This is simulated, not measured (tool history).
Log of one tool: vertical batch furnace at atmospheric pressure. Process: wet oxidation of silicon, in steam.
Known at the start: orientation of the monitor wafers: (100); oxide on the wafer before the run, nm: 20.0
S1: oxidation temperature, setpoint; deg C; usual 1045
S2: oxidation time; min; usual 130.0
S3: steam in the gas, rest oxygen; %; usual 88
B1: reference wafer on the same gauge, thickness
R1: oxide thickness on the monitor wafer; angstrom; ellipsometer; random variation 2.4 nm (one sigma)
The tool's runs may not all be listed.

run,hour,S1,S2,S3,B1,R1
1,0.0,1045,160.0,88,869.94,9832.5
2,52.3,1045,160.0,88,868.34,9852.5
3,114.0,1045,160.0,88,868.87,9846.7
4,201.3,1045,100.0,88,868.21,7527.3
5,298.5,1045,130.0,88,869.24,8775.0
6,354.8,1045,130.0,88,868.81,8740.4
7,460.6,1045,89.0,88,868.70,7036.3
8,544.4,1045,130.0,88,868.73,8747.2
9,649.8,1045,130.0,88,869.25,8738.0
10,729.2,1045,130.0,88,869.07,8730.8
11,779.8,1045,130.0,88,868.56,8729.4
12,843.1,1038,130.0,95,869.33,8855.6
13,944.4,1038,130.0,95,868.65,8843.6
14,983.7,1045,130.0,88,868.16,8788.5
# hour 1019.8: steam generator serviced
15,1046.6,1045,130.0,88,868.88,8892.6
16,1108.0,1045,179.0,88,869.26,10616.7
17,1163.5,1045,179.0,88,869.14,10689.0
18,1221.9,1045,179.0,88,868.91,10666.2
# hour 1244.1: gauge calibrated
# hour 1331.1: thermocouples replaced and temperature profile calibrated
19,1331.6,1045,163.0,80,868.83,9350.1
20,1581.9,1045,74.0,77,869.38,5746.8
21,1633.8,1038,182.0,95,869.24,10614.1
22,1719.8,1045,130.0,88,869.95,8683.4
23,1852.2,1035,130.0,88,868.40,8280.3
24,1946.2,1045,130.0,88,868.95,8664.1
25,2048.4,1058,130.0,88,869.15,9166.5
26,2113.6,1045,130.0,91,869.12,8816.1
27,2210.0,1045,130.0,88,869.14,8665.6
28,2280.1,1045,188.5,94,869.73,11104.8
29,2347.1,1045,130.0,78,868.55,8080.0
30,2429.3,1045,173.0,97,869.40,10814.5
31,2533.1,1045,130.0,88,868.66,8701.3
32,2586.8,1038,93.0,96,868.88,7276.6
33,2655.1,1045,153.5,88,868.65,9577.5
34,2733.4,1023,79.5,97,869.20,6155.5
35,2789.0,1045,130.0,88,868.91,8689.0
36,2826.2,1038,130.0,88,868.51,8421.3
37,2876.4,1045,130.0,88,869.29,8684.8
38,2966.0,1045,188.5,94,869.31,11134.3

Forecast each of these 4 alternatives for the next run:
A,2972.2,1045,130.0,88,?,?
B,2972.2,1064,130.0,88,?,?
C,2972.2,1045,108.0,83,?,?
D,2972.2,1027,181.5,93,?,?

run,B1,R1
A,868.34,8680.9
B,868.34,9413.9
C,868.34,7538.2
D,868.34,10012.9
Without the tool's hidden state the same runs would have given:
run,R1
A,8649.8
B,9385.4
C,7508.7
D,9975.1
